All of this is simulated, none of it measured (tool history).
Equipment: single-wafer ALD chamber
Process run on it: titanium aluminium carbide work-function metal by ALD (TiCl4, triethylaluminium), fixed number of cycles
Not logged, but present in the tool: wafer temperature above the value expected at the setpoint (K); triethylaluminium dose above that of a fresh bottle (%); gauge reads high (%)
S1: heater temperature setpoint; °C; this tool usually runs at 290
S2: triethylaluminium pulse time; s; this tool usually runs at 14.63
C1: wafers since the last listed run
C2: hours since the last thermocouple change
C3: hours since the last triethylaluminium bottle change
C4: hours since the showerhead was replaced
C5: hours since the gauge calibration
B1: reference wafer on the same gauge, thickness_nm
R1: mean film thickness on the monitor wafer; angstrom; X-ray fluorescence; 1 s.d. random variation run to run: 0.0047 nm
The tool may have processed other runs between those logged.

Run 1, day 0: usual settings; C1 0; C2 1959.4; C3 589.4; C4 6092.4; C5 656; B1 1.73. Result: R1 19.14 angstrom.
Run 2, day 3.958: usual settings; C1 784; C2 2054.4; C3 684.4; C4 6187.4; C5 751; B1 1.731. Result: R1 19.09 angstrom.
Run 3, day 9.388: usual settings; C1 1075; C2 2184.7; C3 814.7; C4 6317.7; C5 881.3; B1 1.729. Result: R1 19.2 angstrom.
Run 4, day 11.896: usual settings; C1 496; C2 2244.9; C3 874.9; C4 6377.9; C5 941.5; B1 1.73. Result: R1 19.09 angstrom.
At day 13.9: triethylaluminium bottle replaced.
Run 5, day 15.446: usual settings but S2 9.97 s; C1 637; C2 2330.1; C3 37.1; C4 6463.1; C5 1026.7; B1 1.731. Result: R1 18.54 angstrom.
Run 6, day 17.492: usual settings; C1 405; C2 2379.2; C3 86.2; C4 6512.2; C5 1075.8; B1 1.727. Result: R1 19.22 angstrom.
Run 7, day 19.483: usual settings; C1 394; C2 2427; C3 134; C4 6560; C5 1123.6; B1 1.731. Result: R1 19.13 angstrom.
Run 8, day 22.8: usual settings but S1 279 °C; C1 656; C2 2506.6; C3 213.6; C4 6639.6; C5 1203.2; B1 1.731. Result: R1 18.41 angstrom.
Run 9, day 26.967: usual settings but S1 279 °C; C1 825; C2 2606.6; C3 313.6; C4 6739.6; C5 1303.2; B1 1.727. Result: R1 18.31 angstrom.
Run 10, day 28.583: usual settings but S2 17.4 s; C1 320; C2 2645.4; C3 352.4; C4 6778.4; C5 1342; B1 1.733. Result: R1 19.2 angstrom.
Run 11, day 32.521: usual settings; C1 779; C2 2739.9; C3 446.9; C4 6872.9; C5 1436.5; B1 1.73. Result: R1 19.18 angstrom.
Run 12, day 36.962: usual settings; C1 879; C2 2846.5; C3 553.5; C4 6979.5; C5 1543.1; B1 1.731. Result: R1 19.15 angstrom.
At day 40.217: thermocouple changed; heater temperature recalibrated.
Run 13, day 40.238: usual settings but S1 279 °C; C1 582; C2 0.5; C3 632.1; C4 7058.1; C5 1621.7; B1 1.73. Result: R1 18.36 angstrom.
Run 14, day 44.204: usual settings but S1 304 °C, S2 11.45 s; C1 785; C2 95.7; C3 727.3; C4 7153.3; C5 1716.9; B1 1.73. Result: R1 19.93 angstrom.
Run 15, day 48.279: usual settings but S1 277 °C, S2 9.01 s; C1 807; C2 193.5; C3 825.1; C4 7251.1; C5 1814.7; B1 1.729. Result: R1 17.34 angstrom.
At day 49.45: showerhead replaced.
At day 49.742: gauge calibrated.
Run 16, day 51.662: usual settings; C1 604; C2 274.7; C3 906.3; C4 53.1; C5 46.1; B1 1.727. Result: R1 19.18 angstrom.
Run 17, day 55.404: usual settings but S1 300 °C, S2 16.3 s; C1 741; C2 364.5; C3 996.1; C4 142.9; C5 135.9; B1 1.73. Result: R1 19.94 angstrom.
At day 56.312: triethylaluminium bottle replaced.
Run 18, day 57.183: usual settings but S2 12.52 s; C1 286; C2 407.2; C3 20.9; C4 185.6; C5 178.6; B1 1.73. Result: R1 18.95 angstrom.
Run 19, day 60.296: usual settings; C1 616; C2 481.9; C3 95.6; C4 260.3; C5 253.3; B1 1.732. Result: R1 19.17 angstrom.
Run 20, day 61.838: usual settings; C1 305; C2 518.9; C3 132.6; C4 297.3; C5 290.3; B1 1.731. Result: R1 19.13 angstrom.
Run 21, day 64.446: usual settings; C1 516; C2 581.5; C3 195.2; C4 359.9; C5 352.9; B1 1.729. Result: R1 19.11 angstrom.
Run 22, day 66.429: usual settings but S1 281 °C; C1 392; C2 629.1; C3 242.8; C4 407.5; C5 400.5; B1 1.731. Result: R1 18.42 angstrom.
Run 23, day 75.546: usual settings but S1 297 °C, S2 16.97 s; C1 1805; C2 847.9; C3 461.6; C4 626.3; C5 619.3; B1 1.731. Result: R1 19.79 angstrom.
Run 24, day 79.175: usual settings but S1 300 °C, S2 11.47 s; C1 718; C2 935; C3 548.7; C4 713.4; C5 706.4; B1 1.731. Result: R1 19.61 angstrom.
Run 25, day 81.154: usual settings but S1 300 °C, S2 16.82 s; C1 392; C2 982.5; C3 596.2; C4 760.9; C5 753.9; B1 1.73. Result: R1 19.95 angstrom.

Consider 4 possible next runs. They are alternatives, not a sequence: every one starts from the tool as it was left by run 25. What does each give?
Run A, day 81.171: usual settings but S2 10.97 s; C1 3; C2 982.9; C3 596.6; C4 761.3; C5 754.3; B1 ?. Result: R1 ?.
Run B, day 81.171: usual settings but S1 282 °C, S2 13.04 s; C1 3; C2 982.9; C3 596.6; C4 761.3; C5 754.3; B1 ?. Result: R1 ?.
Run C, day 81.171: usual settings but S1 294 °C; C1 3; C2 982.9; C3 596.6; C4 761.3; C5 754.3; B1 ?. Result: R1 ?.
Run D, day 81.171: usual settings but S1 297 °C, S2 18.02 s; C1 3; C2 982.9; C3 596.6; C4 761.3; C5 754.3; B1 ?. Result: R1 ?.

run    B1     R1
  A  1.73  18.81
  B  1.73  18.47
  C  1.73  19.48
  D  1.73   19.8
Without the tool's unlogged condition, the same runs would have read:
run     R1
  A  18.81
  B  18.47
  C  19.48
  D   19.8
